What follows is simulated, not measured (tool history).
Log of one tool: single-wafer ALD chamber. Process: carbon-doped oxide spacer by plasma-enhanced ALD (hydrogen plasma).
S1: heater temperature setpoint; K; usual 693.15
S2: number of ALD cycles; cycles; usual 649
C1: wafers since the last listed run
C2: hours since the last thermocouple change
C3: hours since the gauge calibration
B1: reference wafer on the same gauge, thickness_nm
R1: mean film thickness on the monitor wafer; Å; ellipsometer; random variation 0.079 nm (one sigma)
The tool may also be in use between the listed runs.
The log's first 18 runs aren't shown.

Run 19, hour 518.2: usual settings but S1 705.15 K; C1 8; C2 2531.7; C3 1156.7; B1 27.001. Result: R1 310.67 Å.
At hour 541: thermocouple changed; heater temperature recalibrated.
Run 20, hour 541.5: usual settings; C1 9; C2 0.5; C3 1180; B1 27.009. Result: R1 316.85 Å.
Run 21, hour 629.2: usual settings; C1 55; C2 88.2; C3 1267.7; B1 27.015. Result: R1 317.09 Å.
Run 22, hour 650.7: usual settings; C1 13; C2 109.7; C3 1289.2; B1 26.994. Result: R1 317.64 Å.
Run 23, hour 682.7: usual settings but S1 699.15 K; C1 20; C2 141.7; C3 1321.2; B1 26.989. Result: R1 310.59 Å.
Run 24, hour 705.8: usual settings but S2 758 cycles; C1 14; C2 164.8; C3 1344.3; B1 27.01. Result: R1 370.72 Å.
Run 25, hour 724.6: usual settings but S1 689.15 K, S2 584 cycles; C1 11; C2 183.6; C3 1363.1; B1 26.997. Result: R1 289.12 Å.
Run 26, hour 785.2: usual settings but S2 758 cycles; C1 38; C2 244.2; C3 1423.7; B1 27.002. Result: R1 374.07 Å.
Run 27, hour 798.2: usual settings but S1 683.15 K, S2 748 cycles; C1 8; C2 257.2; C3 1436.7; B1 27. Result: R1 380.5 Å.
At hour 803.8: gauge calibrated.
Run 28, hour 818.5: usual settings but S1 688.15 K, S2 593 cycles; C1 12; C2 277.5; C3 14.7; B1 27.014. Result: R1 296.79 Å.
Run 29, hour 844.3: usual settings but S1 704.15 K, S2 546 cycles; C1 16; C2 303.3; C3 40.5; B1 26.993. Result: R1 257.35 Å.
Run 30, hour 899.5: usual settings but S2 758 cycles; C1 34; C2 358.5; C3 95.7; B1 27.002. Result: R1 372.97 Å.
Run 31, hour 928.8: usual settings but S1 704.15 K; C1 18; C2 387.8; C3 125; B1 27.003. Result: R1 306.43 Å.
Run 32, hour 959.7: usual settings but S1 700.15 K, S2 711 cycles; C1 19; C2 418.7; C3 155.9; B1 26.993. Result: R1 339.51 Å.
Run 33, hour 992: usual settings but S1 686.15 K, S2 527 cycles; C1 20; C2 451; C3 188.2; B1 26.995. Result: R1 265.94 Å.

The next listed run, before its measurement:
Run 34, hour 1006: usual settings but S1 686.15 K, S2 590 cycles; C1 8; C2 465; C3 202.2; B1 ?. Result: R1 ?.

Run 34 gave B1 26.996, R1 297.59 Å.
Without the tool's hidden state the same run would have given R1 294.41 Å.

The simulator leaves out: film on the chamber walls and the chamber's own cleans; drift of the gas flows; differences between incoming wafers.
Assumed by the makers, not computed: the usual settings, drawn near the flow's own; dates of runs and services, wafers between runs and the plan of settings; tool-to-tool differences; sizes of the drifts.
